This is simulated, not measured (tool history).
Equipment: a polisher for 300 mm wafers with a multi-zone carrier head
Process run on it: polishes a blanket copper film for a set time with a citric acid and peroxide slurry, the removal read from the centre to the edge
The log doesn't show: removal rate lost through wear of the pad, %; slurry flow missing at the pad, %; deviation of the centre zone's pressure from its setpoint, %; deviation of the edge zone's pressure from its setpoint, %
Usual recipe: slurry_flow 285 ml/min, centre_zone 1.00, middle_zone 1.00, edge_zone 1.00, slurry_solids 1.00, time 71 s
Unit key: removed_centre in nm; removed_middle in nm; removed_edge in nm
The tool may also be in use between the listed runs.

| run | hour | slurry_flow | centre_zone | middle_zone | edge_zone | slurry_solids | time | wafers since the last listed run | wafers polished on this pad | hours since the slurry nozzle was cleaned | hours since the centre zone pressure was calibrated | hours since the edge zone pressure was calibrated | hours since the carrier head's membrane was replaced | incoming thickness of the incoming film, nm | removed_centre | removed_middle | removed_edge |
|---|---|---|---|---|---|---|---|---|---|---|---|---|---|---|---|---|---|
| 1 | 0.0 | 285 | 1.00 | 1.00 | 0.91 | 1.00 | 71 | 0 | 2962 | 149.5 | 755.0 | 392.2 | 202.3 | 656.8 | 179.5 | 185.5 | 180.7 |
|  | 3.5 | centre zone pressure recalibrated |
| 2 | 91.2 | 285 | 1.00 | 1.00 | 0.91 | 1.00 | 71 | 941 | 3904 | 240.7 | 87.7 | 483.4 | 293.5 | 663.3 | 179.0 | 186.6 | 180.1 |
| 3 | 159.1 | 285 | 1.00 | 1.00 | 1.10 | 1.00 | 71 | 716 | 4621 | 308.6 | 155.6 | 551.3 | 361.4 | 663.6 | 181.9 | 185.1 | 195.1 |
| 4 | 221.5 | 285 | 1.04 | 1.00 | 1.00 | 0.75 | 71 | 658 | 5280 | 371.0 | 218.0 | 613.7 | 423.8 | 661.4 | 168.2 | 165.3 | 169.5 |
|  | 242.2 | worn pad replaced by a new one |
|  | 253.1 | carrier head's membrane replaced by a new one |
| 5 | 313.8 | 285 | 1.00 | 1.00 | 1.00 | 1.20 | 85 | 879 | 703 | 463.3 | 310.3 | 706.0 | 60.7 | 650.4 | 237.2 | 248.7 | 246.4 |
| 6 | 350.0 | 365 | 1.12 | 0.93 | 1.00 | 1.00 | 82 | 382 | 1085 | 499.5 | 346.5 | 742.2 | 96.9 | 650.4 | 250.1 | 218.4 | 232.8 |
| 7 | 415.1 | 285 | 1.00 | 1.00 | 1.00 | 1.00 | 71 | 687 | 1773 | 564.6 | 411.6 | 807.3 | 162.0 | 668.7 | 182.2 | 187.7 | 188.9 |
| 8 | 481.5 | 235 | 0.93 | 1.00 | 0.90 | 1.00 | 71 | 701 | 2474 | 631.0 | 478.0 | 873.7 | 228.4 | 671.2 | 165.3 | 188.1 | 179.5 |
| 9 | 557.1 | 285 | 1.00 | 1.05 | 1.00 | 1.00 | 92 | 798 | 3272 | 706.6 | 553.6 | 949.3 | 304.0 | 652.7 | 229.4 | 256.8 | 246.6 |
|  | 585.2 | slurry nozzle cleaned |
|  | 609.6 | edge zone pressure recalibrated |
| 10 | 640.9 | 240 | 1.00 | 1.00 | 0.89 | 1.00 | 56 | 853 | 4125 | 55.7 | 637.4 | 31.3 | 387.8 | 660.9 | 133.6 | 140.7 | 140.6 |
| 11 | 694.7 | 285 | 1.00 | 1.00 | 1.00 | 1.00 | 71 | 568 | 4693 | 109.5 | 691.2 | 85.1 | 441.6 | 658.6 | 171.3 | 187.2 | 190.5 |
|  | 756.7 | worn pad replaced by a new one |
| 12 | 758.2 | 285 | 1.05 | 1.00 | 1.00 | 1.00 | 71 | 628 | 15 | 173.0 | 754.7 | 148.6 | 505.1 | 661.1 | 193.9 | 191.8 | 201.6 |
| 13 | 821.8 | 285 | 1.08 | 1.00 | 0.89 | 1.00 | 71 | 671 | 686 | 236.6 | 818.3 | 212.2 | 568.7 | 662.7 | 195.5 | 197.7 | 187.8 |
|  | 848.6 | carrier head's membrane replaced by a new one |
|  | 848.7 | centre zone pressure recalibrated |
| 14 | 912.9 | 285 | 1.00 | 1.00 | 1.00 | 1.00 | 71 | 908 | 1595 | 327.7 | 64.2 | 303.3 | 64.3 | 657.4 | 194.2 | 196.0 | 197.3 |
| 15 | 1005.9 | 285 | 1.00 | 0.95 | 1.00 | 1.00 | 71 | 981 | 2577 | 420.7 | 157.2 | 396.3 | 157.3 | 647.3 | 191.3 | 187.7 | 192.5 |
| 16 | 1049.3 | 235 | 1.00 | 0.94 | 1.00 | 1.00 | 52 | 458 | 3035 | 464.1 | 200.6 | 439.7 | 200.7 | 652.2 | 132.7 | 130.2 | 135.0 |
| 17 | 1130.1 | 285 | 0.95 | 1.00 | 1.00 | 0.85 | 71 | 853 | 3888 | 544.9 | 281.4 | 520.5 | 281.5 | 659.7 | 163.3 | 174.3 | 178.5 |
| 18 | 1173.6 | 285 | 1.12 | 1.05 | 1.06 | 1.15 | 71 | 459 | 4347 | 588.4 | 324.9 | 564.0 | 325.0 | 664.6 | 209.0 | 200.1 | 202.4 |
| 19 | 1281.5 | 285 | 1.00 | 1.00 | 1.00 | 1.00 | 71 | 1139 | 5486 | 696.3 | 432.8 | 671.9 | 432.9 | 653.4 | 174.4 | 181.2 | 188.8 |
|  | 1292.1 | worn pad replaced by a new one |
| 20 | 1367.3 | 285 | 1.00 | 1.12 | 1.11 | 0.70 | 71 | 863 | 793 | 782.1 | 518.6 | 757.7 | 518.7 | 665.9 | 168.8 | 182.6 | 191.6 |

5 ways to go on from here, each from the tool as it stands after run 20. What would each give?
| A | 1367.7 | 285 | 1.00 | 1.00 | 1.00 | 1.15 | 71 | 4 | 797 | 782.5 | 519.0 | 758.1 | 519.1 | 671.4 | ? | ? | ? |
| B | 1367.7 | 285 | 1.06 | 1.00 | 1.00 | 1.00 | 71 | 4 | 797 | 782.5 | 519.0 | 758.1 | 519.1 | 671.4 | ? | ? | ? |
| C | 1367.7 | 250 | 1.00 | 0.91 | 1.00 | 1.00 | 71 | 4 | 797 | 782.5 | 519.0 | 758.1 | 519.1 | 671.4 | ? | ? | ? |
| D | 1367.7 | 285 | 1.00 | 1.00 | 1.00 | 1.15 | 84 | 4 | 797 | 782.5 | 519.0 | 758.1 | 519.1 | 671.4 | ? | ? | ? |
| E | 1367.7 | 285 | 1.00 | 1.00 | 0.90 | 1.00 | 95 | 4 | 797 | 782.5 | 519.0 | 758.1 | 519.1 | 671.4 | ? | ? | ? |

| run | removed_centre | removed_middle | removed_edge |
|---|---|---|---|
| A | 193.9 | 200.6 | 198.9 |
| B | 197.9 | 192.9 | 191.3 |
| C | 183.2 | 180.3 | 189.2 |
| D | 229.5 | 237.4 | 235.3 |
| E | 249.6 | 258.3 | 243.6 |
Stripped of hidden state, with their random variation kept, the same runs would have yielded:
| run | removed_centre | removed_middle | removed_edge |
|---|---|---|---|
| A | 207.2 | 205.1 | 203.3 |
| B | 211.3 | 197.2 | 195.6 |
| C | 195.7 | 184.3 | 193.4 |
| D | 245.1 | 242.6 | 240.6 |
| E | 266.6 | 264.0 | 249.0 |
